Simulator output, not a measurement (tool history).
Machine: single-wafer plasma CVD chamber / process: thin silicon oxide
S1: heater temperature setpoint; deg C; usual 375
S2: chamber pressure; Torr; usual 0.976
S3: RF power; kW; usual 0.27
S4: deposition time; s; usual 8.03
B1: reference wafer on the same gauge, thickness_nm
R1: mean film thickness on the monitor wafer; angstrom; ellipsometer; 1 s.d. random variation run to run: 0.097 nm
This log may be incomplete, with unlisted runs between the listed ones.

run,hour,S1,S2,S3,S4,B1,R1
1,0,375,0.976,0.27,8.03,16.279,169.61
2,52.1,375,0.976,0.27,8.03,16.266,170.14
3,114.2,375,0.976,0.27,8.03,16.318,170.64
4,157.1,375,0.976,0.27,8.03,16.349,171.7
5,184.5,375,0.976,0.27,8.03,16.351,169.73
6,228.3,367,0.976,0.27,9.18,16.369,195.98
7,288.8,375,0.976,0.27,8.03,16.398,169.12
8,377.7,375,0.976,0.27,8.03,16.407,170.17
# hour 411.7: capacitance manometer re-zeroed and calibrated
9,441.5,375,0.976,0.27,8.03,16.408,172.25
10,466.2,379,0.976,0.27,8.03,16.439,169.91
11,514.5,361,0.895,0.27,6.56,16.474,130.12
12,575.8,375,0.976,0.27,8.03,16.482,171.89
13,619.7,375,1.162,0.295,8.03,16.486,198.37
# hour 635.6: thermocouple changed; heater temperature recalibrated
# hour 644.9: RF generator calibrated
14,650.9,369,0.976,0.27,8.76,16.491,189.03
# hour 662: gauge calibrated
15,696.5,388,1.052,0.27,8.03,16.026,174.82
16,759.7,381,0.976,0.27,9.11,16.031,187.9
# hour 793.3: showerhead replaced
17,793.8,380,1.163,0.27,8.81,16.035,207.55

Run 18 is up next; what results do you expect?
18,832.2,375,0.752,0.27,8.03,?,?

B1: 16.07
R1: 128.33 angstrom
On a tool with no hidden condition, and with the same random variation, this run would have come out at R1 127.78 angstrom.
